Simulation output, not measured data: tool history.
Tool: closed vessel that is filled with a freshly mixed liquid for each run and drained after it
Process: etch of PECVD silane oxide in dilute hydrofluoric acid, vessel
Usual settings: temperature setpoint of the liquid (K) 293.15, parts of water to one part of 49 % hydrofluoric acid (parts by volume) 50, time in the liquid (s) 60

run    hour  temperature setpoint of the liquid (K)  parts of water to one part of 49 % hydrofluoric acid (parts by volume)  time in the liquid (s)  read-back film thickness of the PECVD silane oxide reference wafer, read on the same gauge (nm)  thickness taken off the PECVD silane oxide on a monitor wafer (angstrom)
  1       0                                  293.15                                                                      50                      60                                                                                           140.04                                                                     472.9
  2    41.5                                  293.15                                                                      50                      60                                                                                           139.93                                                                       476
  3    94.3                                  293.15                                                                      50                      60                                                                                           140.01                                                                     476.1
  4   156.2                                  293.15                                                                      50                      60                                                                                              140                                                                     471.6
  5   214.8                                  293.15                                                                      50                      60                                                                                              140                                                                     475.8
  6   293.5                                  293.15                                                                      50                      60                                                                                           140.01                                                                     467.3
  7   375.3                                  293.15                                                                      50                      60                                                                                           139.98                                                                     465.6
  8   461.4                                  293.15                                                                      35                      60                                                                                           139.98                                                                     669.6
  9   530.6                                  295.15                                                                      30                      40                                                                                           140.01                                                                       580
 10   576.8                                  298.15                                                                      30                      30                                                                                           139.99                                                                       480
 11   630.7                                  293.15                                                                      65                      90                                                                                           140.01                                                                     524.4
 12     717                                  290.15                                                                      50                      60                                                                                           140.01                                                                     398.1
      739.4  -- hydrofluoric acid flow meter replaced
      765.8  -- thermometer replaced
      819.4  -- gauge calibrated
 13   819.5                                  293.15                                                                      50                      90                                                                                           139.99                                                                     747.1
 14     888                                  293.15                                                                      50                      60                                                                                           139.99                                                                     492.3
 15   942.4                                  294.65                                                                      50                      35                                                                                           139.94                                                                     306.4
 16   982.9                                  290.15                                                                      35                      80                                                                                           139.98                                                                     823.5
 17  1075.5                                  293.15                                                                      50                      60                                                                                           139.98                                                                     494.8

Forecast each of these 4 alternatives for the next run:
  A  1076.2                                  293.15                                                                      50                      60                                                                                                ?                                                                         ?
  B  1076.2                                  296.65                                                                      60                      75                                                                                                ?                                                                         ?
  C  1076.2                                  290.15                                                                      50                      40                                                                                                ?                                                                         ?
  D  1076.2                                  290.15                                                                      25                      35                                                                                                ?                                                                         ?

run  read-back film thickness of the PECVD silane oxide reference wafer, read on the same gauge (nm)  thickness taken off the PECVD silane oxide on a monitor wafer (angstrom)
  A                                                                                           139.99                                                                     488.1
  B                                                                                           139.99                                                                     581.6
  C                                                                                           139.99                                                                     285.9
  D                                                                                           139.99                                                                     514.2
Without the tool's hidden state the same runs would have given:
run  thickness taken off the PECVD silane oxide on a monitor wafer (angstrom)
  A                                                                     499.7
  B                                                                     594.9
  C                                                                     292.8
  D                                                                     526.9
